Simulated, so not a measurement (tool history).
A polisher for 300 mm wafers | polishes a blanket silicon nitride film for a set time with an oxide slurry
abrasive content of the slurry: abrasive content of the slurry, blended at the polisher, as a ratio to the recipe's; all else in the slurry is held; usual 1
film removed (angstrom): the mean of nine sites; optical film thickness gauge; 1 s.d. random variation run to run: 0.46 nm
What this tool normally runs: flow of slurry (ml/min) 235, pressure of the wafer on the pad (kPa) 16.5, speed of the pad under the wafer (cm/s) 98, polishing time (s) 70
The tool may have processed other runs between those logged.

run	hour	flow of slurry (ml/min)	pressure of the wafer on the pad (kPa)	speed of the pad under the wafer (cm/s)	abrasive content of the slurry	polishing time (s)	wafers since the last listed run	wafers polished on this pad	hours since the slurry nozzle was cleaned	hours since the head pressure was calibrated	hours since the slurry blender was calibrated	hours since the conditioning disc was replaced	incoming thickness of the incoming film, nm	film removed (angstrom)
1	0	235	19.3	98	1	70	0	1211	68.1	563.5	328.9	150.3	553	343
# hour 19.2: slurry blender recalibrated
# hour 47.2: worn pad replaced by a new one
# hour 49.5: conditioning disc replaced and pad reconditioned
2	50	235	19.3	98	1	70	401	7	118.1	613.5	30.8	0.5	572.5	372
3	99.8	235	12.4	98	1	70	475	482	167.9	663.3	80.6	50.3	559	236
4	135.7	235	16.5	98	1	70	342	825	203.8	699.2	116.5	86.2	559.4	305
# hour 156.9: slurry nozzle cleaned
5	175.2	285	16.5	98	1	70	367	1193	18.3	738.7	156	125.7	565.8	305
# hour 215.1: worn pad replaced by a new one
# hour 234.9: conditioning disc replaced and pad reconditioned
6	242.2	235	16.5	124	1	70	582	240	85.3	805.7	223	7.3	555.8	329
7	295.9	235	16.5	124	1	70	512	752	139	859.4	276.7	61	558.7	332
8	342.5	235	16.5	98	0.85	70	445	1198	185.6	906	323.3	107.6	564.8	249
9	375.7	235	16.5	98	0.85	70	317	1515	218.8	939.2	356.5	140.8	569.3	246
# hour 388.8: slurry blender recalibrated
# hour 390.2: slurry nozzle cleaned
# hour 404.9: conditioning disc replaced and pad reconditioned
# hour 412.2: worn pad replaced by a new one, repeated, since the last time left the tool worse
10	433.8	235	16.5	98	1	70	468	206	43.6	997.3	45	28.9	557.1	314
11	470.7	235	16.5	98	1	85	352	559	80.5	1034.2	81.9	65.8	550.3	373
12	518	235	12.4	98	1	70	451	1010	127.8	1081.5	129.2	113.1	556	237
13	558.6	235	16.5	64	1	70	387	1398	168.4	1122.1	169.8	153.7	561.5	214
# hour 603.7: slurry nozzle cleaned
# hour 604.1: worn pad replaced by a new one
14	610.5	235	20	98	1	70	482	61	6.8	1174	221.7	205.6	562.2	389
# hour 624.9: conditioning disc replaced and pad reconditioned
# hour 631.5: head pressure recalibrated
15	638.9	260	16.5	98	1	70	233	294	35.2	7.4	250.1	14	553.9	317
16	665.3	235	16.5	98	1	70	252	546	61.6	33.8	276.5	40.4	553.4	319
17	712	235	16.5	98	1	70	446	992	108.3	80.5	323.2	87.1	564.7	312
# hour 718.9: slurry blender recalibrated
18	772.3	280	16.5	98	1	70	556	1549	168.6	140.8	53.4	147.4	571.3	313
# hour 797.2: conditioning disc replaced and pad reconditioned
# hour 799.3: worn pad replaced by a new one
19	844.1	235	20	80	1	70	646	427	240.4	212.6	125.2	46.9	559.3	324
# hour 867.9: slurry nozzle cleaned
20	900.3	235	16.5	124	0.75	62	527	954	32.4	268.8	181.4	103.1	560.7	301
21	942.4	275	16.5	98	1.25	91	402	1356	74.5	310.9	223.5	145.2	562.7	425
22	982.8	235	16.5	98	1	70	385	1742	114.9	351.3	263.9	185.6	556.9	293

Hidden state or all else? Some run-to-run changes of film removed (angstrom), split into what the settings, what came in and random variation would give without the hidden state, and what is left for the hidden state (with any gauge scatter that isn't in both results):
The hidden state here: removal rate lost through wear of the pad, %; slurry flow missing at the pad, %; deviation of the head's pressure from its setpoint, %; abrasive missing from the slurry, %; time polished since the conditioner stopped cutting, s.
Run 2 -> 3: pressure of the wafer on the pad (kPa) 19.3 -> 12.4. film removed (angstrom) -136: hidden state -3, all else -133.
Run 5 -> 6: flow of slurry (ml/min) 285 -> 235, speed of the pad under the wafer (cm/s) 98 -> 124, worn pad replaced by a new one, conditioning disc replaced and pad reconditioned. film removed (angstrom) +24: hidden state -34, all else +58.
Run 9 -> 10: abrasive content of the slurry 0.85 -> 1, slurry blender recalibrated, slurry nozzle cleaned, conditioning disc replaced and pad reconditioned, worn pad replaced by a new one, repeated, since the last time left the tool worse. film removed (angstrom) +68: hidden state +45, all else +23.
Run 13 -> 14: pressure of the wafer on the pad (kPa) 16.5 -> 20, speed of the pad under the wafer (cm/s) 64 -> 98, slurry nozzle cleaned, worn pad replaced by a new one. film removed (angstrom) +175: hidden state +12, all else +163.

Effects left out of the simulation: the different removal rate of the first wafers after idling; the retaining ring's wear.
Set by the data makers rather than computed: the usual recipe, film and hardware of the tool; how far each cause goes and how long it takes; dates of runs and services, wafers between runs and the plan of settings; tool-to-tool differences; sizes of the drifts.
